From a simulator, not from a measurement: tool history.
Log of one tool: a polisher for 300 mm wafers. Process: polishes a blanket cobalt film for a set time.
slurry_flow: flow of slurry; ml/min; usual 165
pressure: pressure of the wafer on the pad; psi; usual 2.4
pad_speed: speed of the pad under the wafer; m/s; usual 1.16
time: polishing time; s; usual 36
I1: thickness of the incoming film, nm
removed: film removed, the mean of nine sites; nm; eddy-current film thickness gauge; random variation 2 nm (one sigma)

{"run": 1, "hour": 0.0, "slurry_flow": 165, "pressure": 2.4, "pad_speed": 1.16, "time": 36, "I1": 704.6, "removed": 263.3}
{"hour": 5.3, "done": "worn pad replaced by a new one"}
{"run": 2, "hour": 16.6, "slurry_flow": 165, "pressure": 2.4, "pad_speed": 1.16, "time": 36, "I1": 698.6, "removed": 263.6}
{"run": 3, "hour": 22.9, "slurry_flow": 165, "pressure": 2.4, "pad_speed": 1.16, "time": 36, "I1": 709.3, "removed": 262.3}
{"run": 4, "hour": 34.5, "slurry_flow": 200, "pressure": 2.4, "pad_speed": 1.16, "time": 36, "I1": 704.8, "removed": 268.0}
{"run": 5, "hour": 44.9, "slurry_flow": 190, "pressure": 2.6, "pad_speed": 1.16, "time": 36, "I1": 693.7, "removed": 289.9}
{"run": 6, "hour": 57.9, "slurry_flow": 165, "pressure": 2.4, "pad_speed": 1.16, "time": 36, "I1": 709.6, "removed": 263.6}
{"run": 7, "hour": 75.3, "slurry_flow": 165, "pressure": 2.4, "pad_speed": 1.16, "time": 36, "I1": 690.7, "removed": 265.1}
{"hour": 87.7, "done": "slurry nozzle cleaned"}
{"run": 8, "hour": 91.6, "slurry_flow": 120, "pressure": 2.4, "pad_speed": 1.0, "time": 36, "I1": 701.6, "removed": 211.4}
{"hour": 112.6, "done": "worn pad replaced by a new one"}
{"run": 9, "hour": 113.1, "slurry_flow": 120, "pressure": 2.4, "pad_speed": 1.0, "time": 36, "I1": 710.1, "removed": 217.8}
{"run": 10, "hour": 120.3, "slurry_flow": 120, "pressure": 2.4, "pad_speed": 1.0, "time": 36, "I1": 698.2, "removed": 214.3}
{"run": 11, "hour": 173.8, "slurry_flow": 165, "pressure": 2.4, "pad_speed": 1.24, "time": 36, "I1": 712.7, "removed": 280.5}
{"run": 12, "hour": 189.7, "slurry_flow": 165, "pressure": 2.4, "pad_speed": 1.24, "time": 36, "I1": 688.8, "removed": 275.2}
{"hour": 198.6, "done": "head pressure recalibrated"}
{"run": 13, "hour": 200.4, "slurry_flow": 205, "pressure": 2.4, "pad_speed": 1.16, "time": 36, "I1": 698.6, "removed": 236.9}
{"run": 14, "hour": 210.8, "slurry_flow": 205, "pressure": 2.4, "pad_speed": 1.16, "time": 36, "I1": 695.0, "removed": 238.7}
{"hour": 218.7, "done": "worn pad replaced by a new one"}
{"run": 15, "hour": 219.2, "slurry_flow": 165, "pressure": 2.4, "pad_speed": 1.46, "time": 36, "I1": 692.9, "removed": 288.0}
{"run": 16, "hour": 230.1, "slurry_flow": 200, "pressure": 2.9, "pad_speed": 1.42, "time": 47, "I1": 710.1, "removed": 453.9}
{"run": 17, "hour": 245.8, "slurry_flow": 120, "pressure": 2.4, "pad_speed": 1.16, "time": 36, "I1": 707.1, "removed": 215.4}
{"run": 18, "hour": 257.9, "slurry_flow": 165, "pressure": 2.0, "pad_speed": 1.16, "time": 48, "I1": 697.2, "removed": 257.8}
{"run": 19, "hour": 264.4, "slurry_flow": 165, "pressure": 2.4, "pad_speed": 1.16, "time": 36, "I1": 694.0, "removed": 233.5}
{"run": 20, "hour": 276.2, "slurry_flow": 165, "pressure": 2.4, "pad_speed": 1.16, "time": 36, "I1": 698.0, "removed": 235.2}
{"run": 21, "hour": 286.0, "slurry_flow": 165, "pressure": 2.4, "pad_speed": 1.16, "time": 36, "I1": 693.1, "removed": 237.7}
{"run": 22, "hour": 294.0, "slurry_flow": 165, "pressure": 2.4, "pad_speed": 1.16, "time": 36, "I1": 704.8, "removed": 236.5}
{"run": 23, "hour": 303.7, "slurry_flow": 165, "pressure": 2.4, "pad_speed": 1.16, "time": 36, "I1": 704.8, "removed": 236.9}
{"hour": 322.3, "done": "worn pad replaced by a new one, of another model than before"}
{"run": 24, "hour": 322.8, "slurry_flow": 165, "pressure": 2.4, "pad_speed": 1.16, "time": 36, "I1": 700.5, "removed": 236.2}
{"run": 25, "hour": 328.0, "slurry_flow": 135, "pressure": 2.7, "pad_speed": 0.8, "time": 30, "I1": 698.8, "removed": 165.4}
{"run": 26, "hour": 338.6, "slurry_flow": 165, "pressure": 2.4, "pad_speed": 1.16, "time": 36, "I1": 705.6, "removed": 238.6}
{"run": 27, "hour": 348.7, "slurry_flow": 165, "pressure": 2.4, "pad_speed": 1.46, "time": 28, "I1": 693.4, "removed": 212.0}
{"run": 28, "hour": 356.1, "slurry_flow": 195, "pressure": 2.7, "pad_speed": 1.16, "time": 46, "I1": 691.5, "removed": 326.5}
{"run": 29, "hour": 372.1, "slurry_flow": 165, "pressure": 2.4, "pad_speed": 1.16, "time": 36, "I1": 692.1, "removed": 240.1}
{"run": 30, "hour": 382.2, "slurry_flow": 165, "pressure": 2.4, "pad_speed": 1.16, "time": 46, "I1": 703.1, "removed": 304.8}
{"run": 31, "hour": 390.9, "slurry_flow": 140, "pressure": 2.4, "pad_speed": 1.16, "time": 36, "I1": 705.0, "removed": 234.4}
{"run": 32, "hour": 405.3, "slurry_flow": 165, "pressure": 2.4, "pad_speed": 1.16, "time": 44, "I1": 705.2, "removed": 291.0}
{"run": 33, "hour": 420.8, "slurry_flow": 165, "pressure": 1.9, "pad_speed": 1.16, "time": 36, "I1": 699.0, "removed": 210.1}
{"hour": 431.5, "done": "worn pad replaced by a new one"}
{"run": 34, "hour": 433.0, "slurry_flow": 195, "pressure": 2.4, "pad_speed": 1.16, "time": 36, "I1": 709.9, "removed": 241.9}
{"run": 35, "hour": 448.3, "slurry_flow": 165, "pressure": 2.4, "pad_speed": 1.16, "time": 36, "I1": 687.8, "removed": 238.4}
{"run": 36, "hour": 459.9, "slurry_flow": 145, "pressure": 1.7, "pad_speed": 1.04, "time": 36, "I1": 697.1, "removed": 186.9}
{"run": 37, "hour": 476.6, "slurry_flow": 165, "pressure": 2.4, "pad_speed": 1.56, "time": 41, "I1": 688.7, "removed": 332.3}

Measured less the same run without the tool's hidden state. The same run-to-run variation is in both; the gauge's scatter may not be:
The hidden state here: removal rate lost through wear of the pad, %; slurry flow missing at the pad, %; deviation of the head's pressure from its setpoint, %.
run=1 removed=+28.1
run=2 removed=+28.2
run=3 removed=+28.1
run=4 removed=+28.7
run=5 removed=+31.1
run=6 removed=+28.3
run=7 removed=+28.5
run=8 removed=+22.8
run=9 removed=+23.5
run=10 removed=+23.2
run=11 removed=+30.5
run=12 removed=+30.0
run=13 removed=-5.2
run=14 removed=-4.6
run=15 removed=-4.9
run=16 removed=-6.3
run=17 removed=-2.1
run=18 removed=-1.7
run=19 removed=-1.1
run=20 removed=-0.4
run=21 removed=+0.2
run=22 removed=+0.5
run=23 removed=+1.1
run=24 removed=+1.2
run=25 removed=+0.9
run=26 removed=+1.7
run=27 removed=+1.7
run=28 removed=+2.9
run=29 removed=+2.5
run=30 removed=+3.6
run=31 removed=+2.9
run=32 removed=+4.1
run=33 removed=+3.3
run=34 removed=+4.1
run=35 removed=+4.4
run=36 removed=+3.6
run=37 removed=+6.9
